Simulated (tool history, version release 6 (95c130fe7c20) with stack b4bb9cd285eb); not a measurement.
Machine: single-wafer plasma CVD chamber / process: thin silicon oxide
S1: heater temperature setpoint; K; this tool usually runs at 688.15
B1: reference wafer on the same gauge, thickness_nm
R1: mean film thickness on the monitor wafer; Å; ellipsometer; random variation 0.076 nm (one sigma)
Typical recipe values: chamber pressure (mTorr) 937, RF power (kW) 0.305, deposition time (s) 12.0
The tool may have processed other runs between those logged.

{"run": 1, "day": 0.0, "S1": 688.15, "chamber pressure (mTorr)": 937, "RF power (kW)": 0.305, "deposition time (s)": 12.0, "B1": 27.542, "R1": 231.03}
{"run": 2, "day": 2.079, "S1": 688.15, "chamber pressure (mTorr)": 937, "RF power (kW)": 0.305, "deposition time (s)": 12.0, "B1": 27.513, "R1": 231.09}
{"run": 3, "day": 5.238, "S1": 688.15, "chamber pressure (mTorr)": 937, "RF power (kW)": 0.305, "deposition time (s)": 12.0, "B1": 27.493, "R1": 230.81}
{"run": 4, "day": 9.079, "S1": 688.15, "chamber pressure (mTorr)": 937, "RF power (kW)": 0.305, "deposition time (s)": 12.0, "B1": 27.488, "R1": 228.87}
{"run": 5, "day": 11.267, "S1": 688.15, "chamber pressure (mTorr)": 937, "RF power (kW)": 0.305, "deposition time (s)": 12.0, "B1": 27.499, "R1": 230.47}
{"run": 6, "day": 14.062, "S1": 688.15, "chamber pressure (mTorr)": 937, "RF power (kW)": 0.305, "deposition time (s)": 12.0, "B1": 27.502, "R1": 230.2}
{"run": 7, "day": 17.488, "S1": 688.15, "chamber pressure (mTorr)": 937, "RF power (kW)": 0.305, "deposition time (s)": 12.0, "B1": 27.492, "R1": 228.67}
{"run": 8, "day": 20.65, "S1": 688.15, "chamber pressure (mTorr)": 937, "RF power (kW)": 0.305, "deposition time (s)": 12.0, "B1": 27.515, "R1": 229.64}
{"run": 9, "day": 22.633, "S1": 688.15, "chamber pressure (mTorr)": 937, "RF power (kW)": 0.305, "deposition time (s)": 10.7, "B1": 27.506, "R1": 202.41}
{"run": 10, "day": 26.004, "S1": 688.15, "chamber pressure (mTorr)": 937, "RF power (kW)": 0.305, "deposition time (s)": 10.7, "B1": 27.514, "R1": 204.5}
{"day": 27.533, "done": "RF generator calibrated"}
{"run": 11, "day": 28.904, "S1": 688.15, "chamber pressure (mTorr)": 937, "RF power (kW)": 0.305, "deposition time (s)": 10.5, "B1": 27.498, "R1": 203.55}
{"day": 30.279, "done": "capacitance manometer re-zeroed and calibrated"}
{"run": 12, "day": 30.579, "S1": 688.15, "chamber pressure (mTorr)": 937, "RF power (kW)": 0.305, "deposition time (s)": 10.5, "B1": 27.485, "R1": 203.34}
{"run": 13, "day": 32.592, "S1": 688.15, "chamber pressure (mTorr)": 937, "RF power (kW)": 0.305, "deposition time (s)": 12.0, "B1": 27.516, "R1": 231.69}
{"run": 14, "day": 34.212, "S1": 688.15, "chamber pressure (mTorr)": 937, "RF power (kW)": 0.305, "deposition time (s)": 12.0, "B1": 27.524, "R1": 231.75}
{"run": 15, "day": 36.425, "S1": 688.15, "chamber pressure (mTorr)": 738, "RF power (kW)": 0.305, "deposition time (s)": 12.0, "B1": 27.495, "R1": 181.05}
{"run": 16, "day": 39.612, "S1": 688.15, "chamber pressure (mTorr)": 937, "RF power (kW)": 0.305, "deposition time (s)": 12.0, "B1": 27.508, "R1": 232.29}
{"run": 17, "day": 43.3, "S1": 693.15, "chamber pressure (mTorr)": 937, "RF power (kW)": 0.305, "deposition time (s)": 12.0, "B1": 27.462, "R1": 230.34}
{"day": 43.542, "done": "gauge calibrated"}
{"day": 44.908, "done": "showerhead replaced"}
{"run": 18, "day": 45.788, "S1": 695.15, "chamber pressure (mTorr)": 1034, "RF power (kW)": 0.26, "deposition time (s)": 9.9, "B1": 27.499, "R1": 192.53}
{"day": 49.812, "done": "thermocouple changed; heater temperature recalibrated"}
{"run": 19, "day": 49.833, "S1": 688.15, "chamber pressure (mTorr)": 863, "RF power (kW)": 0.36, "deposition time (s)": 12.0, "B1": 27.519, "R1": 230.27}
{"run": 20, "day": 52.654, "S1": 702.15, "chamber pressure (mTorr)": 1076, "RF power (kW)": 0.305, "deposition time (s)": 12.0, "B1": 27.519, "R1": 257.03}
{"run": 21, "day": 55.371, "S1": 695.15, "chamber pressure (mTorr)": 1112, "RF power (kW)": 0.305, "deposition time (s)": 12.0, "B1": 27.492, "R1": 263.42}
{"run": 22, "day": 59.712, "S1": 688.15, "chamber pressure (mTorr)": 937, "RF power (kW)": 0.305, "deposition time (s)": 13.1, "B1": 27.535, "R1": 253.22}
{"run": 23, "day": 62.908, "S1": 697.15, "chamber pressure (mTorr)": 937, "RF power (kW)": 0.265, "deposition time (s)": 10.5, "B1": 27.5, "R1": 188.96}
{"run": 24, "day": 67.004, "S1": 684.15, "chamber pressure (mTorr)": 1119, "RF power (kW)": 0.305, "deposition time (s)": 12.0, "B1": 27.487, "R1": 266.78}

What would each run have given without the hidden state, its run-to-run variation left as it was?
Hidden state present: wafer temperature above the value expected at the setpoint (K); delivered RF power above the setpoint (%); true pressure above the setpoint (%); gauge reads high (%).
run=1 R1=232.89
run=2 R1=233.09
run=3 R1=233.05
run=4 R1=231.39
run=5 R1=233.19
run=6 R1=233.16
run=7 R1=231.93
run=8 R1=233.22
run=9 R1=205.74
run=10 R1=208.18
run=11 R1=203.86
run=12 R1=203.66
run=13 R1=232.06
run=14 R1=232.13
run=15 R1=181.36
run=16 R1=232.74
run=17 R1=230.85
run=18 R1=193.05
run=19 R1=230.88
run=20 R1=257.87
run=21 R1=264.39
run=22 R1=254.35
run=23 R1=190.01
run=24 R1=268.38
